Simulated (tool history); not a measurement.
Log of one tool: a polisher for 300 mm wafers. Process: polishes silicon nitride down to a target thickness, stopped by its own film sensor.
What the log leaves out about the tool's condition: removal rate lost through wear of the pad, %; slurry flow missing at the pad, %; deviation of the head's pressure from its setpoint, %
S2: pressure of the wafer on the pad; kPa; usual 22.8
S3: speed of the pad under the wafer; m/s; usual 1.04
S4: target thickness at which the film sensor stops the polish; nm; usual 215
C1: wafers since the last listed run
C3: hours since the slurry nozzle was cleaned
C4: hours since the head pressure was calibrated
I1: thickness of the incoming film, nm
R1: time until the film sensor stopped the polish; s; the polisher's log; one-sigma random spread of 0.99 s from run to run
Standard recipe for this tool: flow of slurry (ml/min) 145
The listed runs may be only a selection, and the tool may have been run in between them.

Run 1, hour 0: usual settings but S2 20 kPa; C1 0; wafers polished on this pad 2057; C3 281.1; C4 600.8; I1 330.5. Result: R1 64.7 s.
At hour 15.7: worn pad replaced by a new one.
Run 2, hour 66.8: usual settings; C1 578; wafers polished on this pad 470; C3 347.9; C4 667.6; I1 331.6. Result: R1 58.6 s.
Run 3, hour 98.1: usual settings but S3 0.86 m/s; C1 288; wafers polished on this pad 758; C3 379.2; C4 698.9; I1 330.6. Result: R1 68.3 s.
Run 4, hour 159.5: usual settings but S3 0.86 m/s; C1 565; wafers polished on this pad 1323; C3 440.6; C4 760.3; I1 329. Result: R1 68.1 s.
Run 5, hour 221.2: usual settings but S3 0.86 m/s; C1 567; wafers polished on this pad 1891; C3 502.3; C4 822; I1 329.6. Result: R1 66.2 s.
At hour 229.2: worn pad replaced by a new one.
Run 6, hour 260.2: usual settings; C1 322; wafers polished on this pad 284; C3 541.3; C4 861; I1 334.4. Result: R1 60 s.
At hour 329.9: slurry nozzle cleaned.
Run 7, hour 330.4: usual settings; C1 636; wafers polished on this pad 921; C3 0.5; C4 931.2; I1 328.7. Result: R1 56.8 s.
Run 8, hour 370.8: usual settings; C1 371; wafers polished on this pad 1293; C3 40.9; C4 971.6; I1 328.1. Result: R1 56.2 s.
Run 9, hour 423.4: usual settings; C1 484; wafers polished on this pad 1777; C3 93.5; C4 1024.2; I1 327.6. Result: R1 55.6 s.
At hour 468.9: worn pad replaced by a new one.
Run 10, hour 473.8: usual settings but flow of slurry (ml/min) 110, S3 0.92 m/s; C1 427; wafers polished on this pad 45; C3 143.9; C4 1074.6; I1 330. Result: R1 64 s.
Run 11, hour 508.6: usual settings but flow of slurry (ml/min) 160, S4 242 nm; C1 320; wafers polished on this pad 365; C3 178.7; C4 1109.4; I1 330.3. Result: R1 43.3 s.
Run 12, hour 550.9: usual settings but S3 0.76 m/s; C1 389; wafers polished on this pad 754; C3 221; C4 1151.7; I1 328.8. Result: R1 72.5 s.
Run 13, hour 591.3: usual settings; C1 371; wafers polished on this pad 1126; C3 261.4; C4 1192.1; I1 328. Result: R1 56.2 s.
Run 14, hour 620.3: usual settings but flow of slurry (ml/min) 125, S2 20 kPa, S3 1.16 m/s, S4 197 nm; C1 266; wafers polished on this pad 1393; C3 290.4; C4 1221.1; I1 329.2. Result: R1 69.4 s.
At hour 717.1: worn pad replaced by a new one.
Run 15, hour 769.6: usual settings but flow of slurry (ml/min) 180; C1 1337; wafers polished on this pad 483; C3 439.7; C4 1370.4; I1 325.8. Result: R1 52.7 s.
Run 16, hour 806.4: usual settings; C1 338; wafers polished on this pad 822; C3 476.5; C4 1407.2; I1 335. Result: R1 59 s.
At hour 845.8: head pressure recalibrated.
Run 17, hour 846.3: usual settings but S2 19.3 kPa; C1 348; wafers polished on this pad 1171; C3 516.4; C4 0.5; I1 331.5. Result: R1 72.6 s.
Run 18, hour 908.4: usual settings but flow of slurry (ml/min) 190, S2 18.6 kPa, S3 0.74 m/s, S4 184 nm; C1 571; wafers polished on this pad 1742; C3 578.5; C4 62.6; I1 329.1. Result: R1 118.9 s.
At hour 943.3: slurry nozzle cleaned.
At hour 947.3: worn pad replaced by a new one.
Run 19, hour 963.6: usual settings but S3 0.72 m/s, S4 180 nm; C1 462; wafers polished on this pad 149; C3 20.3; C4 117.8; I1 331.7. Result: R1 108.7 s.
Run 20, hour 994.9: usual settings; C1 288; wafers polished on this pad 438; C3 51.6; C4 149.1; I1 337.5. Result: R1 63.5 s.
Run 21, hour 1040.9: usual settings; C1 423; wafers polished on this pad 861; C3 97.6; C4 195.1; I1 332.6. Result: R1 61.6 s.
Run 22, hour 1102.4: usual settings; C1 566; wafers polished on this pad 1427; C3 159.1; C4 256.6; I1 328.4. Result: R1 58.9 s.
Run 23, hour 1127.8: usual settings but S2 26.2 kPa, S4 225 nm; C1 233; wafers polished on this pad 1661; C3 184.5; C4 282; I1 335.1. Result: R1 49.6 s.
At hour 1180.8: worn pad replaced by a new one.
Run 24, hour 1190.7: usual settings but flow of slurry (ml/min) 100, S3 1.26 m/s, S4 184 nm; C1 542; wafers polished on this pad 90; C3 247.4; C4 344.9; I1 333.8. Result: R1 70.1 s.

Subtracting, for every run, the result it would have given without the tool's unlogged condition from the measured result gives the following. The same run-to-run variation enters both numbers; the gauge's scatter may not:
run    R1
  1  -4.9
  2  -4.7
  3  -5.6
  4  -5.8
  5  -5.7
  6  -5.3
  7  -5.2
  8  -5.2
  9  -5.2
 10  -6.1
 11  -4.2
 12    -7
 13  -5.4
 14  -6.7
 15  -5.2
 16  -5.9
 17  +0.7
 18  -0.5
 19  -1.7
 20  -1.3
 21  -1.8
 22  -2.3
 23    -2
 24  -3.5

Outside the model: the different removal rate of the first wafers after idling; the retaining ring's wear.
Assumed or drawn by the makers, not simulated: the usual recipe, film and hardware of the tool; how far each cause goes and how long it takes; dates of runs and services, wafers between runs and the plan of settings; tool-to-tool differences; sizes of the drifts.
